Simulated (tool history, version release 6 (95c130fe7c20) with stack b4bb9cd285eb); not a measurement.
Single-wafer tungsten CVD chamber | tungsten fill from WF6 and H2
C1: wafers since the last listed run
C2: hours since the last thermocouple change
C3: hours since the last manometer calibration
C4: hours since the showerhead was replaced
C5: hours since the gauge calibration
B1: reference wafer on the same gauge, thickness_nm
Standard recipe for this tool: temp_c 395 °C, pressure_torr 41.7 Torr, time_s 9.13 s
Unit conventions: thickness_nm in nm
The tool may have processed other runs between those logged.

{"run": 1, "hour": 0.0, "temp_c": 395, "pressure_torr": 41.7, "time_s": 9.13, "C1": 0, "C2": 1097.3, "C3": 856.1, "C4": 6692.2, "C5": 886.8, "B1": 21.495, "thickness_nm": 25.952}
{"run": 2, "hour": 61.8, "temp_c": 395, "pressure_torr": 41.7, "time_s": 9.13, "C1": 962, "C2": 1159.1, "C3": 917.9, "C4": 6754, "C5": 948.6, "B1": 21.499, "thickness_nm": 25.784}
{"hour": 99.6, "done": "thermocouple changed; heater temperature recalibrated"}
{"run": 3, "hour": 169.0, "temp_c": 395, "pressure_torr": 41.7, "time_s": 9.13, "C1": 1545, "C2": 69.4, "C3": 1025.1, "C4": 6861.2, "C5": 1055.8, "B1": 21.502, "thickness_nm": 25.404}
{"run": 4, "hour": 206.5, "temp_c": 395, "pressure_torr": 41.7, "time_s": 9.13, "C1": 584, "C2": 106.9, "C3": 1062.6, "C4": 6898.7, "C5": 1093.3, "B1": 21.504, "thickness_nm": 25.381}
{"run": 5, "hour": 260.8, "temp_c": 395, "pressure_torr": 41.7, "time_s": 9.13, "C1": 845, "C2": 161.2, "C3": 1116.9, "C4": 6953, "C5": 1147.6, "B1": 21.512, "thickness_nm": 25.423}
{"run": 6, "hour": 525.6, "temp_c": 395, "pressure_torr": 41.7, "time_s": 9.13, "C1": 4124, "C2": 426, "C3": 1381.7, "C4": 7217.8, "C5": 1412.4, "B1": 21.492, "thickness_nm": 25.763}
{"run": 7, "hour": 621.1, "temp_c": 395, "pressure_torr": 41.7, "time_s": 9.13, "C1": 1487, "C2": 521.5, "C3": 1477.2, "C4": 7313.3, "C5": 1507.9, "B1": 21.501, "thickness_nm": 25.823}
{"run": 8, "hour": 927.6, "temp_c": 399, "pressure_torr": 37, "time_s": 9.13, "C1": 4773, "C2": 828, "C3": 1783.7, "C4": 7619.8, "C5": 1814.4, "B1": 21.49, "thickness_nm": 26.615}
{"run": 9, "hour": 972.5, "temp_c": 399, "pressure_torr": 37, "time_s": 9.13, "C1": 699, "C2": 872.9, "C3": 1828.6, "C4": 7664.7, "C5": 1859.3, "B1": 21.502, "thickness_nm": 26.605}
{"run": 10, "hour": 1050.2, "temp_c": 395, "pressure_torr": 41.7, "time_s": 9.13, "C1": 1210, "C2": 950.6, "C3": 1906.3, "C4": 7742.4, "C5": 1937, "B1": 21.511, "thickness_nm": 26.368}
{"run": 11, "hour": 1103.2, "temp_c": 395, "pressure_torr": 41.7, "time_s": 9.13, "C1": 825, "C2": 1003.6, "C3": 1959.3, "C4": 7795.4, "C5": 1990, "B1": 21.501, "thickness_nm": 26.085}
{"run": 12, "hour": 1180.9, "temp_c": 395, "pressure_torr": 41.7, "time_s": 9.13, "C1": 1210, "C2": 1081.3, "C3": 2037, "C4": 7873.1, "C5": 2067.7, "B1": 21.502, "thickness_nm": 26.327}
{"run": 13, "hour": 1266.6, "temp_c": 395, "pressure_torr": 41.7, "time_s": 9.13, "C1": 1334, "C2": 1167, "C3": 2122.7, "C4": 7958.8, "C5": 2153.4, "B1": 21.515, "thickness_nm": 26.245}
{"hour": 1303.4, "done": "thermocouple changed; heater temperature recalibrated"}
{"run": 14, "hour": 1370.8, "temp_c": 395, "pressure_torr": 41.7, "time_s": 9.13, "C1": 1498, "C2": 67.4, "C3": 2226.9, "C4": 8063, "C5": 2257.6, "B1": 21.504, "thickness_nm": 26.176}
{"hour": 1449.4, "done": "showerhead replaced"}
{"run": 15, "hour": 1461.4, "temp_c": 395, "pressure_torr": 41.7, "time_s": 9.13, "C1": 1286, "C2": 158, "C3": 2317.5, "C4": 12, "C5": 2348.2, "B1": 21.514, "thickness_nm": 26.079}
{"hour": 1499.6, "done": "capacitance manometer re-zeroed and calibrated"}
{"run": 16, "hour": 1778.3, "temp_c": 395, "pressure_torr": 41.7, "time_s": 9.13, "C1": 4811, "C2": 474.9, "C3": 278.7, "C4": 328.9, "C5": 2665.1, "B1": 21.505, "thickness_nm": 25.629}
{"run": 17, "hour": 2003.4, "temp_c": 395, "pressure_torr": 41.7, "time_s": 9.13, "C1": 3506, "C2": 700, "C3": 503.8, "C4": 554, "C5": 2890.2, "B1": 21.49, "thickness_nm": 25.742}
{"run": 18, "hour": 2119.0, "temp_c": 395, "pressure_torr": 47, "time_s": 9.13, "C1": 1800, "C2": 815.6, "C3": 619.4, "C4": 669.6, "C5": 3005.8, "B1": 21.486, "thickness_nm": 27.384}

Predict the results of run 19:
{"run": 19, "hour": 2207.6, "temp_c": 395, "pressure_torr": 41.7, "time_s": 9.13, "C1": 1379, "C2": 904.2, "C3": 708, "C4": 758.2, "C5": 3094.4, "B1": "?", "thickness_nm": "?"}

{"run 19": {"B1": 21.499, "thickness_nm": 25.828}}
With the hidden condition absent and the run-to-run variation left alone, this run would have shown thickness_nm 25.299 nm.
